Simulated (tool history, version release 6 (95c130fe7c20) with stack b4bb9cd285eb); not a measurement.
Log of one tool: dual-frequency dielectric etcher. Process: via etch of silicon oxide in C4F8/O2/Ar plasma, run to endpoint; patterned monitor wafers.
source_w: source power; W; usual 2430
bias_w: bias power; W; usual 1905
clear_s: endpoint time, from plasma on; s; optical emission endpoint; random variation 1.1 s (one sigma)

| run | day | source_w | bias_w | incoming incoming film thickness, nm | clear_s |
|---|---|---|---|---|---|
| 1 | 0 | 2430 | 1905 | 1390.9 | 241.9 |
| 2 | 2.012 | 2430 | 1905 | 1404.8 | 246 |
| 3 | 3.829 | 2780 | 2277 | 1421 | 223.7 |
|  | 7.558 | wet clean of the chamber |
| 4 | 7.579 | 2780 | 2277 | 1410.4 | 221.3 |
| 5 | 8.158 | 2870 | 2114 | 1393.3 | 219.2 |
| 6 | 10.396 | 2430 | 1905 | 1410.1 | 247.6 |
| 7 | 12.6 | 2430 | 1905 | 1397.2 | 244.3 |
| 8 | 14.4 | 2430 | 1905 | 1414.4 | 248.3 |
| 9 | 16.621 | 2430 | 1905 | 1413.4 | 249.2 |
| 10 | 18.079 | 2430 | 1905 | 1410.1 | 245.7 |
| 11 | 19.15 | 2430 | 1905 | 1419.7 | 249.8 |
|  | 20.725 | source power generator calibrated |
|  | 22.854 | wet clean of the chamber |
| 12 | 22.875 | 2430 | 1905 | 1408.4 | 241 |
|  | 24.408 | upper electrode replaced, of another model than before |
| 13 | 24.429 | 2890 | 1905 | 1411.8 | 213.4 |
| 14 | 24.788 | 2430 | 1905 | 1390.1 | 238.6 |
|  | 30.838 | bias power generator calibrated |
| 15 | 32.767 | 2430 | 2237 | 1415.2 | 228.6 |
| 16 | 34.492 | 2780 | 2051 | 1420.6 | 216.4 |
| 17 | 36.396 | 2870 | 1592 | 1390.7 | 226.8 |
| 18 | 39.083 | 2430 | 2093 | 1390.9 | 229.4 |
| 19 | 41.071 | 2430 | 1905 | 1404 | 243.9 |
|  | 42.808 | wet clean of the chamber |
| 20 | 42.829 | 3020 | 2227 | 1401.7 | 195.2 |
| 21 | 44.583 | 2180 | 2082 | 1411.8 | 258.4 |
| 22 | 46.946 | 2900 | 2210 | 1403.5 | 201.2 |
| 23 | 49.288 | 1970 | 1517 | 1407.9 | 318.6 |
| 24 | 51.962 | 2610 | 2298 | 1405.4 | 216.2 |
| 25 | 54.35 | 2970 | 2038 | 1409.9 | 205.9 |
| 26 | 56.979 | 2430 | 1905 | 1410 | 243.3 |
| 27 | 58.354 | 2430 | 2027 | 1409.4 | 239.4 |
|  | 60.675 | wet clean of the chamber |
| 28 | 60.696 | 1870 | 2121 | 1395.4 | 295.8 |
| 29 | 60.808 | 1910 | 1905 | 1415.7 | 305.9 |
| 30 | 62.096 | 2430 | 1905 | 1413 | 244.6 |

4 ways to go on from here, each from the tool as it stands after run 30. What would each give?
| A | 62.117 | 2210 | 1905 | 1417.9 | ? |
| B | 62.117 | 2960 | 1436 | 1417.9 | ? |
| C | 62.117 | 2100 | 1721 | 1417.9 | ? |
| D | 62.117 | 2040 | 2081 | 1417.9 | ? |

| run | clear_s |
|---|---|
| A | 269.4 |
| B | 241.1 |
| C | 293.6 |
| D | 279.4 |
Without the tool's hidden state the same runs would have given:
| run | clear_s |
|---|---|
| A | 264.4 |
| B | 236.5 |
| C | 288 |
| D | 274.2 |

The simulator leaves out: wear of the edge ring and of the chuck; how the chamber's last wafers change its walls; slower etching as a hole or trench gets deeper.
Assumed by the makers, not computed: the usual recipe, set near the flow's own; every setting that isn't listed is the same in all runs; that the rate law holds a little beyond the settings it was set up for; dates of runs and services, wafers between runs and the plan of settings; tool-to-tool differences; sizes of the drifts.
